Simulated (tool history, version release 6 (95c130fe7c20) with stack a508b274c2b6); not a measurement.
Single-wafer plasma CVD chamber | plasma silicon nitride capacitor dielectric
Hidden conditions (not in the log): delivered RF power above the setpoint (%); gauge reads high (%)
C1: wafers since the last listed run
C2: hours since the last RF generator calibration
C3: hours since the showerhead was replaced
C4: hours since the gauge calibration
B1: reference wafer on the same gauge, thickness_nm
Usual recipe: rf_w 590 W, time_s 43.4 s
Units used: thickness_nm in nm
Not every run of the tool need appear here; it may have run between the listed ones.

run 1 hour=0 | rf_w=650 time_s=43.4 | C1=0 C2=2011 C3=5364.8 C4=5.5 | B1=73.397 | thickness_nm=68.525
run 2 hour=15.1 | rf_w=650 time_s=43.4 | C1=384 C2=2026.1 C3=5379.9 C4=20.6 | B1=73.39 | thickness_nm=68.73
run 3 hour=26.8 | rf_w=590 time_s=46.6 | C1=297 C2=2037.8 C3=5391.6 C4=32.3 | B1=73.439 | thickness_nm=70.267
run 4 hour=44.3 | rf_w=590 time_s=43.4 | C1=445 C2=2055.3 C3=5409.1 C4=49.8 | B1=73.395 | thickness_nm=65.451
run 5 hour=50.6 | rf_w=590 time_s=43.4 | C1=160 C2=2061.6 C3=5415.4 C4=56.1 | B1=73.394 | thickness_nm=65.326
-- hour=72 RF generator calibrated
run 6 hour=72.5 | rf_w=590 time_s=43.4 | C1=353 C2=0.5 C3=5437.3 C4=78 | B1=73.399 | thickness_nm=63.59
run 7 hour=85.1 | rf_w=590 time_s=38 | C1=320 C2=13.1 C3=5449.9 C4=90.6 | B1=73.411 | thickness_nm=55.702
run 8 hour=99.7 | rf_w=590 time_s=43.4 | C1=371 C2=27.7 C3=5464.5 C4=105.2 | B1=73.432 | thickness_nm=63.515
run 9 hour=115.3 | rf_w=490 time_s=35.5 | C1=397 C2=43.3 C3=5480.1 C4=120.8 | B1=73.398 | thickness_nm=46.888
-- hour=125.4 RF generator calibrated, repeated, since the last time left the tool worse
run 10 hour=128.7 | rf_w=525 time_s=41.1 | C1=137 C2=3.3 C3=5493.5 C4=134.2 | B1=73.425 | thickness_nm=59.789
run 11 hour=139.4 | rf_w=480 time_s=48.1 | C1=272 C2=14 C3=5504.2 C4=144.9 | B1=73.403 | thickness_nm=66.557
run 12 hour=154.1 | rf_w=650 time_s=49.5 | C1=374 C2=28.7 C3=5518.9 C4=159.6 | B1=73.373 | thickness_nm=80.443
-- hour=162.5 gauge calibrated
-- hour=166.8 showerhead replaced
run 13 hour=167.3 | rf_w=590 time_s=40.3 | C1=132 C2=41.9 C3=0.5 C4=4.8 | B1=73.389 | thickness_nm=62.285
run 14 hour=192.9 | rf_w=590 time_s=43.4 | C1=651 C2=67.5 C3=26.1 C4=30.4 | B1=73.421 | thickness_nm=66.992
run 15 hour=208.1 | rf_w=590 time_s=43.4 | C1=387 C2=82.7 C3=41.3 C4=45.6 | B1=73.391 | thickness_nm=66.879
run 16 hour=223.7 | rf_w=620 time_s=52.1 | C1=397 C2=98.3 C3=56.9 C4=61.2 | B1=73.398 | thickness_nm=82.43
run 17 hour=236.8 | rf_w=690 time_s=51.6 | C1=333 C2=111.4 C3=70 C4=74.3 | B1=73.43 | thickness_nm=86.043

Branching from run 17: 4 alternative next runs. What would each branch give?
run A hour=237.2 | rf_w=590 time_s=47.6 | C1=10 C2=111.8 C3=70.4 C4=74.7 | B1=? | thickness_nm=?
run B hour=237.2 | rf_w=520 time_s=38.9 | C1=10 C2=111.8 C3=70.4 C4=74.7 | B1=? | thickness_nm=?
run C hour=237.2 | rf_w=560 time_s=34.7 | C1=10 C2=111.8 C3=70.4 C4=74.7 | B1=? | thickness_nm=?
run D hour=237.2 | rf_w=480 time_s=39.2 | C1=10 C2=111.8 C3=70.4 C4=74.7 | B1=? | thickness_nm=?

run=A B1=73.424 thickness_nm=73.351
run=B B1=73.424 thickness_nm=56.027
run=C B1=73.424 thickness_nm=52.042
run=D B1=73.424 thickness_nm=53.879
Without the tool's hidden state the same runs would have given:
run=A thickness_nm=73.713
run=B thickness_nm=56.304
run=C thickness_nm=52.298
run=D thickness_nm=54.145
